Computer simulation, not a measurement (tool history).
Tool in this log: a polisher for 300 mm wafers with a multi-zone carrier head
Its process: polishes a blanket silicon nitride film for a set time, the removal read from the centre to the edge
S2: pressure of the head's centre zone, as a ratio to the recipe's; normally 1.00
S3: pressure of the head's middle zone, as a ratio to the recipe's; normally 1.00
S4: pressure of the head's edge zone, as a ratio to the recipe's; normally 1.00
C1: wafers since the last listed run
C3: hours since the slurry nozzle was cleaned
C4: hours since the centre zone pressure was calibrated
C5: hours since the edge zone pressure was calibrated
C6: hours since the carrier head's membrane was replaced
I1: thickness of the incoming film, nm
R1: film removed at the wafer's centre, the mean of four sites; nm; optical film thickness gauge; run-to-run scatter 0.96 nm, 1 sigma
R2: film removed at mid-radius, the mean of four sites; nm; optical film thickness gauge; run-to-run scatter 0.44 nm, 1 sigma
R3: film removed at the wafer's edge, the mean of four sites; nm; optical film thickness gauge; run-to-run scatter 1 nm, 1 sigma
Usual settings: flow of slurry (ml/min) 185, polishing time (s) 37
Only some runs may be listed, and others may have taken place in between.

Run 1, hour 0.0: usual settings but S2 1.04, S3 1.05; C1 0; wafers polished on this pad 477; C3 478.2; C4 402.5; C5 659.1; C6 625.2; I1 746.5. Result: R1 64.2 nm, R2 71.2 nm, R3 66.8 nm.
Run 2, hour 32.2: usual settings but S2 1.04, S3 1.05; C1 398; wafers polished on this pad 876; C3 510.4; C4 434.7; C5 691.3; C6 657.4; I1 749.4. Result: R1 65.6 nm, R2 70.9 nm, R3 68.8 nm.
Run 3, hour 59.3: usual settings but S2 0.95; C1 335; wafers polished on this pad 1211; C3 537.5; C4 461.8; C5 718.4; C6 684.5; I1 731.0. Result: R1 60.1 nm, R2 68.1 nm, R3 68.6 nm.
Run 4, hour 74.9: usual settings but S2 0.95; C1 193; wafers polished on this pad 1405; C3 553.1; C4 477.4; C5 734.0; C6 700.1; I1 739.0. Result: R1 60.5 nm, R2 67.1 nm, R3 68.3 nm.
At hour 99.8: edge zone pressure recalibrated.
At hour 106.1: worn pad replaced by a new one.
Run 5, hour 109.4: usual settings; C1 352; wafers polished on this pad 41; C3 587.6; C4 511.9; C5 9.6; C6 734.6; I1 746.8. Result: R1 61.9 nm, R2 68.3 nm, R3 66.5 nm.
Run 6, hour 133.1: usual settings; C1 293; wafers polished on this pad 334; C3 611.3; C4 535.6; C5 33.3; C6 758.3; I1 741.8. Result: R1 63.0 nm, R2 67.6 nm, R3 67.7 nm.
At hour 143.0: carrier head's membrane replaced by a new one.
Run 7, hour 162.9: usual settings but flow of slurry (ml/min) 240, S4 0.91, polishing time (s) 28; C1 307; wafers polished on this pad 641; C3 641.1; C4 565.4; C5 63.1; C6 19.9; I1 743.2. Result: R1 49.1 nm, R2 52.8 nm, R3 49.2 nm.
Run 8, hour 195.4: usual settings; C1 402; wafers polished on this pad 1044; C3 673.6; C4 597.9; C5 95.6; C6 52.4; I1 729.1. Result: R1 62.8 nm, R2 67.3 nm, R3 67.5 nm.
Run 9, hour 215.5: usual settings but S3 0.89, S4 1.08, polishing time (s) 31; C1 248; wafers polished on this pad 1293; C3 693.7; C4 618.0; C5 115.7; C6 72.5; I1 736.6. Result: R1 53.5 nm, R2 51.6 nm, R3 58.6 nm.
Run 10, hour 247.8: usual settings but S2 0.89; C1 400; wafers polished on this pad 1693; C3 726.0; C4 650.3; C5 148.0; C6 104.8; I1 750.7. Result: R1 56.5 nm, R2 67.8 nm, R3 67.7 nm.
At hour 283.0: worn pad replaced by a new one.
At hour 314.4: centre zone pressure recalibrated.
Run 11, hour 330.3: usual settings but S3 1.07; C1 947; wafers polished on this pad 561; C3 808.5; C4 15.9; C5 230.5; C6 187.3; I1 739.3. Result: R1 68.6 nm, R2 71.9 nm, R3 67.9 nm.
At hour 347.8: slurry nozzle cleaned.
Run 12, hour 351.1: usual settings but flow of slurry (ml/min) 125, S2 1.12, S3 1.05, S4 1.07; C1 245; wafers polished on this pad 806; C3 3.3; C4 36.7; C5 251.3; C6 208.1; I1 744.1. Result: R1 70.6 nm, R2 65.9 nm, R3 65.4 nm.
Run 13, hour 382.3: usual settings; C1 386; wafers polished on this pad 1193; C3 34.5; C4 67.9; C5 282.5; C6 239.3; I1 735.3. Result: R1 66.4 nm, R2 68.0 nm, R3 66.5 nm.
Run 14, hour 398.4: usual settings but S2 1.06, S3 0.90, S4 0.93, polishing time (s) 27; C1 199; wafers polished on this pad 1392; C3 50.6; C4 84.0; C5 298.6; C6 255.4; I1 743.8. Result: R1 49.9 nm, R2 45.3 nm, R3 45.9 nm.
At hour 420.1: worn pad replaced by a new one.
Run 15, hour 427.8: usual settings but S3 0.92, polishing time (s) 31; C1 314; wafers polished on this pad 95; C3 80.0; C4 113.4; C5 328.0; C6 284.8; I1 737.2. Result: R1 55.2 nm, R2 53.6 nm, R3 56.5 nm.
Run 16, hour 457.6: usual settings but flow of slurry (ml/min) 145, S3 0.95; C1 369; wafers polished on this pad 464; C3 109.8; C4 143.2; C5 357.8; C6 314.6; I1 736.1. Result: R1 64.8 nm, R2 62.5 nm, R3 63.8 nm.

What will run 17 give?
Run 17, hour 480.3: usual settings but polishing time (s) 40; C1 281; wafers polished on this pad 745; C3 132.5; C4 165.9; C5 380.5; C6 337.3; I1 732.3. Result: R1 ?, R2 ?, R3 ?.

{"run 17": {"R1": 71.2, "R2": 74.5, "R3": 74.0}}
Had the tool carried no hidden state, the very same run would have given R1 73.2 nm, R2 74.5 nm, R3 74.0 nm.
